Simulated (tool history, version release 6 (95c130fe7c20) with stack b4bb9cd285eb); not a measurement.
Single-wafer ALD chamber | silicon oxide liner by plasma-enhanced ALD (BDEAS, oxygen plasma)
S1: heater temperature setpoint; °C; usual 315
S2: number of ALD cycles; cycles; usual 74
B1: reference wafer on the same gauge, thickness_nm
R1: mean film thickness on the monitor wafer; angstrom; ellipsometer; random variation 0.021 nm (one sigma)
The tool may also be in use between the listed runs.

{"run": 1, "hour": 0.0, "S1": 310, "S2": 80, "B1": 5.698, "R1": 65.24}
{"run": 2, "hour": 23.5, "S1": 315, "S2": 66, "B1": 5.699, "R1": 53.45}
{"run": 3, "hour": 37.6, "S1": 315, "S2": 66, "B1": 5.698, "R1": 53.64}
{"run": 4, "hour": 53.2, "S1": 315, "S2": 66, "B1": 5.7, "R1": 53.34}
{"run": 5, "hour": 70.4, "S1": 315, "S2": 74, "B1": 5.702, "R1": 60.59}
{"run": 6, "hour": 94.5, "S1": 315, "S2": 67, "B1": 5.696, "R1": 54.25}
{"run": 7, "hour": 109.7, "S1": 315, "S2": 67, "B1": 5.7, "R1": 54.37}
{"run": 8, "hour": 133.8, "S1": 315, "S2": 74, "B1": 5.697, "R1": 59.81}
{"run": 9, "hour": 151.5, "S1": 315, "S2": 74, "B1": 5.699, "R1": 60.13}
{"run": 10, "hour": 173.6, "S1": 315, "S2": 74, "B1": 5.696, "R1": 59.89}
{"run": 11, "hour": 188.4, "S1": 315, "S2": 74, "B1": 5.703, "R1": 60.07}
{"run": 12, "hour": 210.5, "S1": 315, "S2": 74, "B1": 5.698, "R1": 60.18}
{"run": 13, "hour": 244.7, "S1": 315, "S2": 74, "B1": 5.7, "R1": 60.24}
{"run": 14, "hour": 261.1, "S1": 315, "S2": 74, "B1": 5.698, "R1": 60.12}
{"hour": 271.6, "done": "gauge calibrated"}
{"run": 15, "hour": 278.3, "S1": 315, "S2": 71, "B1": 5.7, "R1": 57.47}
{"hour": 302.0, "done": "thermocouple changed; heater temperature recalibrated"}
{"run": 16, "hour": 305.6, "S1": 315, "S2": 71, "B1": 5.703, "R1": 57.58}
{"run": 17, "hour": 341.3, "S1": 315, "S2": 71, "B1": 5.696, "R1": 57.31}
{"run": 18, "hour": 360.6, "S1": 315, "S2": 74, "B1": 5.703, "R1": 60.2}
{"run": 19, "hour": 394.3, "S1": 315, "S2": 74, "B1": 5.7, "R1": 59.92}
{"run": 20, "hour": 424.2, "S1": 315, "S2": 74, "B1": 5.698, "R1": 59.93}
{"run": 21, "hour": 454.8, "S1": 309, "S2": 67, "B1": 5.703, "R1": 54.64}
{"run": 22, "hour": 480.3, "S1": 315, "S2": 74, "B1": 5.702, "R1": 59.92}
{"run": 23, "hour": 506.3, "S1": 329, "S2": 60, "B1": 5.696, "R1": 47.83}
{"run": 24, "hour": 526.2, "S1": 315, "S2": 74, "B1": 5.698, "R1": 60.3}
{"run": 25, "hour": 540.5, "S1": 306, "S2": 80, "B1": 5.701, "R1": 66.32}
{"run": 26, "hour": 557.9, "S1": 322, "S2": 81, "B1": 5.704, "R1": 64.79}
{"run": 27, "hour": 583.6, "S1": 301, "S2": 74, "B1": 5.697, "R1": 61.6}
{"run": 28, "hour": 598.1, "S1": 315, "S2": 82, "B1": 5.698, "R1": 66.91}
{"run": 29, "hour": 625.6, "S1": 319, "S2": 69, "B1": 5.699, "R1": 55.53}
{"run": 30, "hour": 658.1, "S1": 310, "S2": 81, "B1": 5.697, "R1": 66.21}
{"hour": 669.7, "done": "gauge calibrated"}
{"run": 31, "hour": 689.9, "S1": 315, "S2": 74, "B1": 5.701, "R1": 60.01}
{"run": 32, "hour": 710.8, "S1": 315, "S2": 87, "B1": 5.698, "R1": 70.8}
{"run": 33, "hour": 744.7, "S1": 326, "S2": 74, "B1": 5.699, "R1": 58.82}
{"run": 34, "hour": 770.5, "S1": 309, "S2": 68, "B1": 5.699, "R1": 55.77}
{"run": 35, "hour": 795.3, "S1": 315, "S2": 74, "B1": 5.698, "R1": 60.07}
{"run": 36, "hour": 811.0, "S1": 324, "S2": 74, "B1": 5.703, "R1": 59.16}
{"run": 37, "hour": 830.3, "S1": 329, "S2": 62, "B1": 5.699, "R1": 49.42}
{"run": 38, "hour": 853.0, "S1": 315, "S2": 81, "B1": 5.698, "R1": 65.57}
{"run": 39, "hour": 917.5, "S1": 301, "S2": 84, "B1": 5.7, "R1": 69.9}

4 ways to go on from here, each from the tool as it stands after run 39. What would each give?
{"run": "A", "hour": 918.0, "S1": 315, "S2": 74, "B1": "?", "R1": "?"}
{"run": "B", "hour": 918.0, "S1": 305, "S2": 74, "B1": "?", "R1": "?"}
{"run": "C", "hour": 918.0, "S1": 307, "S2": 74, "B1": "?", "R1": "?"}
{"run": "D", "hour": 918.0, "S1": 323, "S2": 81, "B1": "?", "R1": "?"}

run=A B1=5.702 R1=59.91
run=B B1=5.702 R1=60.84
run=C B1=5.702 R1=60.66
run=D B1=5.702 R1=64.76
Without the tool's hidden state the same runs would have given:
run=A R1=59.91
run=B R1=60.84
run=C R1=60.66
run=D R1=64.76
